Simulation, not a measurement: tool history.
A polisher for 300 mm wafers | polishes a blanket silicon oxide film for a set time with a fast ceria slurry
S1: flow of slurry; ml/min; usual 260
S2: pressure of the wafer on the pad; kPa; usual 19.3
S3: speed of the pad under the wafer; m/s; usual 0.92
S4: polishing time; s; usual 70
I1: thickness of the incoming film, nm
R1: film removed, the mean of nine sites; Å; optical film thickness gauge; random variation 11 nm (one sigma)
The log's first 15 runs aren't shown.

At day 14.562: worn pad replaced by a new one.
Run 16, day 15.488: usual settings but S2 20.7 kPa; I1 2939.7. Result: R1 9678 Å.
Run 17, day 16.708: usual settings but S3 1.02 m/s; I1 2873.7. Result: R1 10618 Å.
Run 18, day 17.533: usual settings; I1 2909.2. Result: R1 9649 Å.
Run 19, day 18.475: usual settings but S2 22.8 kPa, S3 1.04 m/s; I1 2909.2. Result: R1 12252 Å.
At day 18.788: slurry nozzle cleaned.
Run 20, day 19.258: usual settings but S2 24.1 kPa, S3 1.18 m/s; I1 2946.5. Result: R1 14495 Å.
Run 21, day 19.967: usual settings but S1 320 ml/min, S2 16.5 kPa, S3 1.2 m/s; I1 2886.2. Result: R1 11181 Å.
Run 22, day 21.3: usual settings but S2 13.8 kPa, S3 1.22 m/s; I1 2928.7. Result: R1 9670 Å.
At day 22.317: worn pad replaced by a new one.
Run 23, day 22.504: usual settings; I1 2881. Result: R1 9541 Å.
Run 24, day 23.533: usual settings but S2 13.8 kPa, S3 1.22 m/s; I1 2958.3. Result: R1 9977 Å.
Run 25, day 24.888: usual settings but S2 15.2 kPa; I1 2881. Result: R1 8416 Å.
Run 26, day 25.692: usual settings but S1 345 ml/min, S4 51 s; I1 2893.8. Result: R1 7425 Å.
Run 27, day 26.792: usual settings but S1 220 ml/min, S2 24.8 kPa, S3 0.76 m/s; I1 2879.1. Result: R1 9873 Å.
At day 27.404: head pressure recalibrated.
At day 28.046: slurry nozzle cleaned.
At day 30.238: worn pad replaced by a new one.
Run 28, day 30.408: usual settings but S1 325 ml/min, S3 1.08 m/s, S4 62 s; I1 2907.4. Result: R1 9522 Å.
Run 29, day 31.2: usual settings but S4 62 s; I1 2961.4. Result: R1 7935 Å.
Run 30, day 32.975: usual settings but S1 235 ml/min, S2 16.5 kPa, S3 0.74 m/s, S4 87 s; I1 2921. Result: R1 8424 Å.
Run 31, day 34.446: usual settings but S3 1.24 m/s; I1 2897.4. Result: R1 12326 Å.
Run 32, day 35.596: usual settings but S3 0.78 m/s, S4 81 s; I1 2951.1. Result: R1 9224 Å.

Forecast each of these 4 alternatives for the next run:
Run A, day 35.612: usual settings but S4 89 s; I1 2928.1. Result: R1 ?.
Run B, day 35.612: usual settings but S3 0.62 m/s; I1 2928.1. Result: R1 ?.
Run C, day 35.612: usual settings but S1 305 ml/min, S2 21.4 kPa, S4 79 s; I1 2928.1. Result: R1 ?.
Run D, day 35.612: usual settings but S1 315 ml/min, S2 16.5 kPa, S3 0.76 m/s; I1 2928.1. Result: R1 ?.

run     R1
  A  11844
  B   6520
  C  11532
  D   7060
Without the tool's hidden state the same runs would have given:
run     R1
  A  11659
  B   6418
  C  11352
  D   6950
